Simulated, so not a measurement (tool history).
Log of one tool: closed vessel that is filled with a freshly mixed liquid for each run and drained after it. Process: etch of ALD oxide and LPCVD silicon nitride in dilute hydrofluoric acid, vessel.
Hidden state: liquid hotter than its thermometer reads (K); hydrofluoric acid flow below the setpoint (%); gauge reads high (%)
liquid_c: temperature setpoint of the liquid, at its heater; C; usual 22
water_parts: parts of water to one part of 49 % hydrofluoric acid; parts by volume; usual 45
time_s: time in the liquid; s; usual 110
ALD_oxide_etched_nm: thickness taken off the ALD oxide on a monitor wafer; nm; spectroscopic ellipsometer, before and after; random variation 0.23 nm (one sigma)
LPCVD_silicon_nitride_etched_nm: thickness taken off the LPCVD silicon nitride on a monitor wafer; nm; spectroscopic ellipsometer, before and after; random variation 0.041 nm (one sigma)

run   hour  liquid_c  water_parts  time_s  wafers since the last listed run  hours since the thermometer was replaced  hours since the hydrofluoric acid flow meter was replaced  hours since the gauge calibration  read-back film thickness of the ALD oxide reference wafer, read on the same gauge (nm)  read-back film thickness of the LPCVD silicon nitride reference wafer, read on the same gauge (nm)  ALD_oxide_etched_nm  LPCVD_silicon_nitride_etched_nm
  1      0        22           45     125                                 0                                     460.6                                                        325                              653.5                                                                                  100.01                                                                                              29.999                38.91                            1.512
  2   24.1        26           35     110                              1774                                     484.7                                                      349.1                              677.6                                                                                     100                                                                                              29.994                53.62                            2.379
      66.9  -- thermometer replaced
  3  121.8        26           45     110                              7119                                      54.9                                                      446.8                              775.3                                                                                   99.98                                                                                              30.017                38.16                             1.54
  4  153.6      23.5           45     110                              2341                                      86.7                                                      478.6                              807.1                                                                                   99.99                                                                                              29.992                34.11                            1.344
  5  176.9      23.5           45     110                              1715                                       110                                                      501.9                              830.4                                                                                  100.01                                                                                              29.991                34.27                            1.337
  6  194.8      23.5           45     110                              1317                                     127.9                                                      519.8                              848.3                                                                                     100                                                                                              30.012                34.46                            1.431
  7  220.4        24           45     110                              1884                                     153.5                                                      545.4                              873.9                                                                                     100                                                                                              29.983                35.49                            1.475
  8  251.3        24           45     110                              2275                                     184.4                                                      576.3                              904.8                                                                                  100.01                                                                                              29.998                35.85                            1.395
     253.1  -- gauge calibrated
  9  283.9        24           45     110                              2400                                       217                                                      608.9                               30.8                                                                                     100                                                                                              29.989                35.99                            1.482
 10  300.3      18.5           45     110                              1207                                     233.4                                                      625.3                               47.2                                                                                   99.99                                                                                              30.001                28.58                            1.045
 11  330.1      18.5           45     110                              2194                                     263.2                                                      655.1                                 77                                                                                     100                                                                                              30.011                28.64                                1
 12  353.7      25.5           45     110                              1737                                     286.8                                                      678.7                              100.6                                                                                   99.99                                                                                              30.003                38.49                            1.668
 13  377.6        25           45     110                              1759                                     310.7                                                      702.6                              124.5                                                                                     100                                                                                              29.995                38.06                            1.714
 14  443.7        22           40      75                              4866                                     376.8                                                      768.7                              190.6                                                                                     100                                                                                               30.01                25.85                            1.015
 15  544.8        22           45     110                              7443                                     477.9                                                      869.8                              291.7                                                                                   99.99                                                                                              29.989                34.98                            1.367
     563.2  -- hydrofluoric acid flow meter replaced
     571.3  -- thermometer replaced
 16  572.4        22           45     110                              1884                                       1.1                                                        9.2                              319.3                                                                                     100                                                                                              29.998                31.15                            1.187
 17  599.2        22           45     165                              1973                                      27.9                                                         36                              346.1                                                                                     100                                                                                              29.996                47.41                            1.823
 18    634      25.5           50     170                              2562                                      62.7                                                       70.8                              380.9                                                                                   99.99                                                                                              29.994                51.61                            2.255
 19  650.2        22           55     110                              1192                                      78.9                                                         87                              397.1                                                                                  100.02                                                                                              30.012                26.23                            1.048
 20    666        22           55     140                              1163                                      94.7                                                      102.8                              412.9                                                                                  100.01                                                                                              30.007                32.65                            1.321
 21    679        17           45     165                               957                                     107.7                                                      115.8                              425.9                                                                                   99.99                                                                                              29.989                39.21                            1.339
 22  700.4        22           60     110                              1575                                     129.1                                                      137.2                              447.3                                                                                   99.99                                                                                              29.987                23.86                            0.986
 23  717.6        22           35     110                              1266                                     146.3                                                      154.4                              464.5                                                                                     100                                                                                              30.006                 42.2                            1.564
 24  732.6        24           45     145                              1104                                     161.3                                                      169.4                              479.5                                                                                     100                                                                                              29.983                 46.3                            1.954
 25  754.3        22           45     110                              1597                                       183                                                      191.1                              501.2                                                                                  100.02                                                                                              30.024                32.79                            1.278

The tool's hidden state at each run:
hydrofluoric acid flow below the setpoint (%): 0 in every run
gauge reads high (%): 0 in every run
H1: liquid hotter than its thermometer reads (K)
run      H1
  1    2.08
  2    2.18
  3    0.38
  4   0.511
  5   0.607
  6    0.68
  7   0.785
  8   0.912
  9    1.05
 10    1.11
 11    1.24
 12    1.33
 13    1.43
 14     1.7
 15    2.12
 16  0.0561
 17   0.166
 18   0.309
 19   0.376
 20   0.441
 21   0.494
 22   0.582
 23   0.653
 24   0.714
 25   0.803

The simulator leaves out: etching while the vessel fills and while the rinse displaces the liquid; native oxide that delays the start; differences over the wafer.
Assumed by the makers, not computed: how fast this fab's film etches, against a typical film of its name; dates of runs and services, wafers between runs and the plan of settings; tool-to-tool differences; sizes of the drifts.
